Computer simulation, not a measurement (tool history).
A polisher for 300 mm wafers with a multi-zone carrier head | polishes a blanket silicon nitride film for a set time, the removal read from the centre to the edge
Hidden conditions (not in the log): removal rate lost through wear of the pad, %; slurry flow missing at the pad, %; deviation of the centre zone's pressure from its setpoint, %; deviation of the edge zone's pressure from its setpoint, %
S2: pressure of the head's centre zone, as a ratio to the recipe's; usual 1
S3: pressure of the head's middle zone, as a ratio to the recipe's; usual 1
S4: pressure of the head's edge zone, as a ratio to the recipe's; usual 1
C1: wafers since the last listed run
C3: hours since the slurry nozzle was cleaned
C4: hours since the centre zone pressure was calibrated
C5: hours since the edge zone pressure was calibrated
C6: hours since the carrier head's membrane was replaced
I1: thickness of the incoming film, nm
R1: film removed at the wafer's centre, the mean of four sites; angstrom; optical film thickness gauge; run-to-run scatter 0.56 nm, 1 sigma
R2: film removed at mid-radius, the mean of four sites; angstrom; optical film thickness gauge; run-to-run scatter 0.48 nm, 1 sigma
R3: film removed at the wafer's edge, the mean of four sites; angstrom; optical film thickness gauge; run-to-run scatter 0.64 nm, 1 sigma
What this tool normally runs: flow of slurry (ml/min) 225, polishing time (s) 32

{"run": 1, "hour": 0.0, "flow of slurry (ml/min)": 225, "S2": 1, "S3": 1, "S4": 0.94, "polishing time (s)": 32, "C1": 0, "wafers polished on this pad": 2018, "C3": 422.7, "C4": 1098.3, "C5": 342.2, "C6": 318.7, "I1": 907.7, "R1": 489, "R2": 473, "R3": 465}
{"hour": 59.2, "done": "slurry nozzle cleaned"}
{"run": 2, "hour": 94.7, "flow of slurry (ml/min)": 225, "S2": 1, "S3": 1.03, "S4": 1, "polishing time (s)": 32, "C1": 893, "wafers polished on this pad": 2911, "C3": 35.5, "C4": 1193, "C5": 436.9, "C6": 413.4, "I1": 912.6, "R1": 477, "R2": 489, "R3": 468}
{"hour": 110.1, "done": "centre zone pressure recalibrated"}
{"run": 3, "hour": 191.2, "flow of slurry (ml/min)": 225, "S2": 1, "S3": 1.07, "S4": 1.05, "polishing time (s)": 32, "C1": 900, "wafers polished on this pad": 3811, "C3": 132, "C4": 81.1, "C5": 533.4, "C6": 509.9, "I1": 903.8, "R1": 475, "R2": 498, "R3": 491}
{"run": 4, "hour": 284.3, "flow of slurry (ml/min)": 225, "S2": 1, "S3": 1.07, "S4": 1.05, "polishing time (s)": 32, "C1": 887, "wafers polished on this pad": 4699, "C3": 225.1, "C4": 174.2, "C5": 626.5, "C6": 603, "I1": 918.3, "R1": 474, "R2": 510, "R3": 477}
{"hour": 324.5, "done": "worn pad replaced by a new one"}
{"run": 5, "hour": 363.0, "flow of slurry (ml/min)": 225, "S2": 1, "S3": 1.07, "S4": 1, "polishing time (s)": 32, "C1": 711, "wafers polished on this pad": 367, "C3": 303.8, "C4": 252.9, "C5": 705.2, "C6": 681.7, "I1": 886.7, "R1": 485, "R2": 502, "R3": 476}
{"hour": 529.1, "done": "carrier head's membrane replaced by a new one"}
{"run": 6, "hour": 649.2, "flow of slurry (ml/min)": 225, "S2": 1, "S3": 1.07, "S4": 1, "polishing time (s)": 32, "C1": 2680, "wafers polished on this pad": 3047, "C3": 590, "C4": 539.1, "C5": 991.4, "C6": 120.1, "I1": 914.4, "R1": 482, "R2": 510, "R3": 478}
{"hour": 684.1, "done": "slurry nozzle cleaned"}
{"run": 7, "hour": 729.8, "flow of slurry (ml/min)": 225, "S2": 1, "S3": 1.07, "S4": 1, "polishing time (s)": 32, "C1": 758, "wafers polished on this pad": 3805, "C3": 45.7, "C4": 619.7, "C5": 1072, "C6": 200.7, "I1": 908, "R1": 471, "R2": 502, "R3": 479}
{"run": 8, "hour": 817.5, "flow of slurry (ml/min)": 285, "S2": 1, "S3": 0.93, "S4": 1, "polishing time (s)": 36, "C1": 835, "wafers polished on this pad": 4641, "C3": 133.4, "C4": 707.4, "C5": 1159.7, "C6": 288.4, "I1": 894, "R1": 555, "R2": 517, "R3": 549}
{"hour": 839.6, "done": "worn pad replaced by a new one"}
{"run": 9, "hour": 871.8, "flow of slurry (ml/min)": 225, "S2": 1, "S3": 1, "S4": 1, "polishing time (s)": 22, "C1": 479, "wafers polished on this pad": 307, "C3": 187.7, "C4": 761.7, "C5": 1214, "C6": 342.7, "I1": 911.3, "R1": 337, "R2": 320, "R3": 317}
{"run": 10, "hour": 1073.7, "flow of slurry (ml/min)": 250, "S2": 1, "S3": 1, "S4": 0.92, "polishing time (s)": 22, "C1": 1924, "wafers polished on this pad": 2231, "C3": 389.6, "C4": 963.6, "C5": 1415.9, "C6": 544.6, "I1": 907.4, "R1": 330, "R2": 337, "R3": 318}
{"run": 11, "hour": 1146.3, "flow of slurry (ml/min)": 175, "S2": 0.96, "S3": 1, "S4": 1.1, "polishing time (s)": 23, "C1": 691, "wafers polished on this pad": 2923, "C3": 462.2, "C4": 1036.2, "C5": 1488.5, "C6": 617.2, "I1": 918.5, "R1": 315, "R2": 320, "R3": 346}
{"hour": 1162.2, "done": "slurry nozzle cleaned"}
{"run": 12, "hour": 1185.9, "flow of slurry (ml/min)": 225, "S2": 1.05, "S3": 1.12, "S4": 1, "polishing time (s)": 29, "C1": 367, "wafers polished on this pad": 3291, "C3": 23.7, "C4": 1075.8, "C5": 1528.1, "C6": 656.8, "I1": 904.4, "R1": 455, "R2": 468, "R3": 431}
{"hour": 1190.9, "done": "carrier head's membrane replaced by a new one"}
{"run": 13, "hour": 1246.6, "flow of slurry (ml/min)": 270, "S2": 1, "S3": 1.09, "S4": 1, "polishing time (s)": 32, "C1": 531, "wafers polished on this pad": 3822, "C3": 84.4, "C4": 1136.5, "C5": 1588.8, "C6": 55.7, "I1": 892.9, "R1": 487, "R2": 521, "R3": 494}
{"hour": 1249.8, "done": "edge zone pressure recalibrated"}
{"run": 14, "hour": 1307.5, "flow of slurry (ml/min)": 225, "S2": 1, "S3": 1, "S4": 1.05, "polishing time (s)": 37, "C1": 561, "wafers polished on this pad": 4383, "C3": 145.3, "C4": 1197.4, "C5": 57.7, "C6": 116.6, "I1": 915, "R1": 556, "R2": 553, "R3": 566}
{"run": 15, "hour": 1387.9, "flow of slurry (ml/min)": 225, "S2": 1, "S3": 0.93, "S4": 0.93, "polishing time (s)": 39, "C1": 766, "wafers polished on this pad": 5149, "C3": 225.7, "C4": 1277.8, "C5": 138.1, "C6": 197, "I1": 890.7, "R1": 590, "R2": 540, "R3": 546}
{"hour": 1464.7, "done": "worn pad replaced by a new one"}
{"run": 16, "hour": 1480.3, "flow of slurry (ml/min)": 280, "S2": 1, "S3": 0.91, "S4": 1, "polishing time (s)": 40, "C1": 842, "wafers polished on this pad": 148, "C3": 318.1, "C4": 1370.2, "C5": 230.5, "C6": 289.4, "I1": 897.8, "R1": 618, "R2": 562, "R3": 603}
{"run": 17, "hour": 1573.8, "flow of slurry (ml/min)": 225, "S2": 1, "S3": 1.07, "S4": 1.04, "polishing time (s)": 32, "C1": 891, "wafers polished on this pad": 1039, "C3": 411.6, "C4": 1463.7, "C5": 324, "C6": 382.9, "I1": 904.4, "R1": 466, "R2": 500, "R3": 478}
{"hour": 1597.5, "done": "centre zone pressure recalibrated"}
{"run": 18, "hour": 1621.7, "flow of slurry (ml/min)": 225, "S2": 1, "S3": 0.91, "S4": 1, "polishing time (s)": 32, "C1": 437, "wafers polished on this pad": 1477, "C3": 459.5, "C4": 24.2, "C5": 371.9, "C6": 430.8, "I1": 901.1, "R1": 472, "R2": 439, "R3": 467}
{"hour": 1645.5, "done": "slurry nozzle cleaned"}
{"run": 19, "hour": 1660.7, "flow of slurry (ml/min)": 225, "S2": 1, "S3": 0.91, "S4": 1, "polishing time (s)": 32, "C1": 362, "wafers polished on this pad": 1839, "C3": 15.2, "C4": 63.2, "C5": 410.9, "C6": 469.8, "I1": 896.1, "R1": 466, "R2": 446, "R3": 472}
{"run": 20, "hour": 1706.7, "flow of slurry (ml/min)": 225, "S2": 1, "S3": 1, "S4": 1, "polishing time (s)": 32, "C1": 438, "wafers polished on this pad": 2277, "C3": 61.2, "C4": 109.2, "C5": 456.9, "C6": 515.8, "I1": 897.5, "R1": 473, "R2": 482, "R3": 466}

Run 21, settings as shown, results not yet in. Your forecast:
{"run": 21, "hour": 1796.5, "flow of slurry (ml/min)": 225, "S2": 1.11, "S3": 0.9, "S4": 0.89, "polishing time (s)": 43, "C1": 855, "wafers polished on this pad": 3133, "C3": 151, "C4": 199, "C5": 546.7, "C6": 605.6, "I1": 897.5, "R1": "?", "R2": "?", "R3": "?"}

Run 21 came out at R1 712 angstrom, R2 579 angstrom, R3 597 angstrom.
Minus the tool's unlogged condition, the same run would have read R1 712 angstrom, R2 579 angstrom, R3 597 angstrom.
